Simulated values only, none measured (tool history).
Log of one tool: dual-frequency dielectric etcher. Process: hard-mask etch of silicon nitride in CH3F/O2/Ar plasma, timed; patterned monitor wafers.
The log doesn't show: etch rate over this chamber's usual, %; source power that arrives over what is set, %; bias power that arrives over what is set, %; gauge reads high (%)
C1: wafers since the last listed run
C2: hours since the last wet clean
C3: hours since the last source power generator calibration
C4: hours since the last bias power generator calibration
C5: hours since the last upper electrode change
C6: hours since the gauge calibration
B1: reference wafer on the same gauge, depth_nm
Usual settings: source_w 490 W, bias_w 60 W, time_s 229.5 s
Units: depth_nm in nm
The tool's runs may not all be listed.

run 1 hour=0.0 | source_w=420 bias_w=50 time_s=229.5 | C1=0 C2=290.8 C3=2541.2 C4=3834.9 C5=1826.6 C6=161.9 | B1=149.0 | depth_nm=159.0
run 2 hour=7.2 | source_w=490 bias_w=60 time_s=229.5 | C1=49 C2=298.0 C3=2548.4 C4=3842.1 C5=1833.8 C6=169.1 | B1=148.9 | depth_nm=180.6
run 3 hour=15.1 | source_w=490 bias_w=60 time_s=229.5 | C1=53 C2=305.9 C3=2556.3 C4=3850.0 C5=1841.7 C6=177.0 | B1=149.1 | depth_nm=180.5
run 4 hour=48.6 | source_w=490 bias_w=60 time_s=229.5 | C1=228 C2=339.4 C3=2589.8 C4=3883.5 C5=1875.2 C6=210.5 | B1=148.9 | depth_nm=181.3
run 5 hour=58.9 | source_w=490 bias_w=60 time_s=229.5 | C1=70 C2=349.7 C3=2600.1 C4=3893.8 C5=1885.5 C6=220.8 | B1=149.2 | depth_nm=181.6
run 6 hour=65.5 | source_w=490 bias_w=52 time_s=229.5 | C1=44 C2=356.3 C3=2606.7 C4=3900.4 C5=1892.1 C6=227.4 | B1=148.8 | depth_nm=171.9
run 7 hour=77.9 | source_w=490 bias_w=52 time_s=229.5 | C1=84 C2=368.7 C3=2619.1 C4=3912.8 C5=1904.5 C6=239.8 | B1=149.0 | depth_nm=174.4
run 8 hour=86.3 | source_w=490 bias_w=60 time_s=229.5 | C1=57 C2=377.1 C3=2627.5 C4=3921.2 C5=1912.9 C6=248.2 | B1=149.1 | depth_nm=182.6
-- hour=92.7 gauge calibrated
run 9 hour=97.9 | source_w=490 bias_w=60 time_s=229.5 | C1=78 C2=388.7 C3=2639.1 C4=3932.8 C5=1924.5 C6=5.2 | B1=149.0 | depth_nm=181.3
run 10 hour=108.1 | source_w=490 bias_w=60 time_s=229.5 | C1=69 C2=398.9 C3=2649.3 C4=3943.0 C5=1934.7 C6=15.4 | B1=149.1 | depth_nm=180.8
run 11 hour=120.8 | source_w=490 bias_w=60 time_s=229.5 | C1=86 C2=411.6 C3=2662.0 C4=3955.7 C5=1947.4 C6=28.1 | B1=148.9 | depth_nm=182.0
run 12 hour=128.4 | source_w=490 bias_w=60 time_s=229.5 | C1=51 C2=419.2 C3=2669.6 C4=3963.3 C5=1955.0 C6=35.7 | B1=148.9 | depth_nm=179.8
run 13 hour=140.9 | source_w=490 bias_w=52 time_s=229.5 | C1=85 C2=431.7 C3=2682.1 C4=3975.8 C5=1967.5 C6=48.2 | B1=149.1 | depth_nm=173.8
run 14 hour=151.1 | source_w=490 bias_w=60 time_s=229.5 | C1=69 C2=441.9 C3=2692.3 C4=3986.0 C5=1977.7 C6=58.4 | B1=149.1 | depth_nm=182.6
run 15 hour=167.4 | source_w=490 bias_w=60 time_s=229.5 | C1=111 C2=458.2 C3=2708.6 C4=4002.3 C5=1994.0 C6=74.7 | B1=148.9 | depth_nm=182.3
run 16 hour=178.8 | source_w=430 bias_w=60 time_s=229.5 | C1=77 C2=469.6 C3=2720.0 C4=4013.7 C5=2005.4 C6=86.1 | B1=148.8 | depth_nm=174.8
-- hour=204.1 wet clean of the chamber
-- hour=211.1 source power generator calibrated
-- hour=211.5 upper electrode replaced
-- hour=213.7 bias power generator calibrated
run 17 hour=214.2 | source_w=490 bias_w=68 time_s=170.0 | C1=32 C2=10.1 C3=3.1 C4=0.5 C5=2.7 C6=121.5 | B1=148.7 | depth_nm=134.7
run 18 hour=214.6 | source_w=530 bias_w=48 time_s=280.5 | C1=2 C2=10.5 C3=3.5 C4=0.9 C5=3.1 C6=121.9 | B1=149.0 | depth_nm=204.2
run 19 hour=215.0 | source_w=380 bias_w=67 time_s=297.5 | C1=2 C2=10.9 C3=3.9 C4=1.3 C5=3.5 C6=122.3 | B1=149.0 | depth_nm=215.5
run 20 hour=229.8 | source_w=570 bias_w=60 time_s=229.5 | C1=100 C2=25.7 C3=18.7 C4=16.1 C5=18.3 C6=137.1 | B1=148.8 | depth_nm=183.8
run 21 hour=238.2 | source_w=570 bias_w=60 time_s=229.5 | C1=57 C2=34.1 C3=27.1 C4=24.5 C5=26.7 C6=145.5 | B1=149.1 | depth_nm=184.3
run 22 hour=249.1 | source_w=560 bias_w=60 time_s=275.5 | C1=74 C2=45.0 C3=38.0 C4=35.4 C5=37.6 C6=156.4 | B1=148.9 | depth_nm=220.7
run 23 hour=257.8 | source_w=600 bias_w=60 time_s=204.0 | C1=59 C2=53.7 C3=46.7 C4=44.1 C5=46.3 C6=165.1 | B1=149.1 | depth_nm=167.7
run 24 hour=267.7 | source_w=490 bias_w=60 time_s=229.5 | C1=67 C2=63.6 C3=56.6 C4=54.0 C5=56.2 C6=175.0 | B1=149.0 | depth_nm=175.8

Forecast each of these 3 alternatives for the next run:
run A hour=268.2 | source_w=490 bias_w=45 time_s=229.5 | C1=3 C2=64.1 C3=57.1 C4=54.5 C5=56.7 C6=175.5 | B1=? | depth_nm=?
run B hour=268.2 | source_w=520 bias_w=47 time_s=289.5 | C1=3 C2=64.1 C3=57.1 C4=54.5 C5=56.7 C6=175.5 | B1=? | depth_nm=?
run C hour=268.2 | source_w=420 bias_w=46 time_s=229.5 | C1=3 C2=64.1 C3=57.1 C4=54.5 C5=56.7 C6=175.5 | B1=? | depth_nm=?

run=A B1=148.9 depth_nm=158.9
run=B B1=148.9 depth_nm=208.1
run=C B1=148.9 depth_nm=151.2
Without the tool's hidden state the same runs would have given:
run=A depth_nm=158.2
run=B depth_nm=207.1
run=C depth_nm=150.5

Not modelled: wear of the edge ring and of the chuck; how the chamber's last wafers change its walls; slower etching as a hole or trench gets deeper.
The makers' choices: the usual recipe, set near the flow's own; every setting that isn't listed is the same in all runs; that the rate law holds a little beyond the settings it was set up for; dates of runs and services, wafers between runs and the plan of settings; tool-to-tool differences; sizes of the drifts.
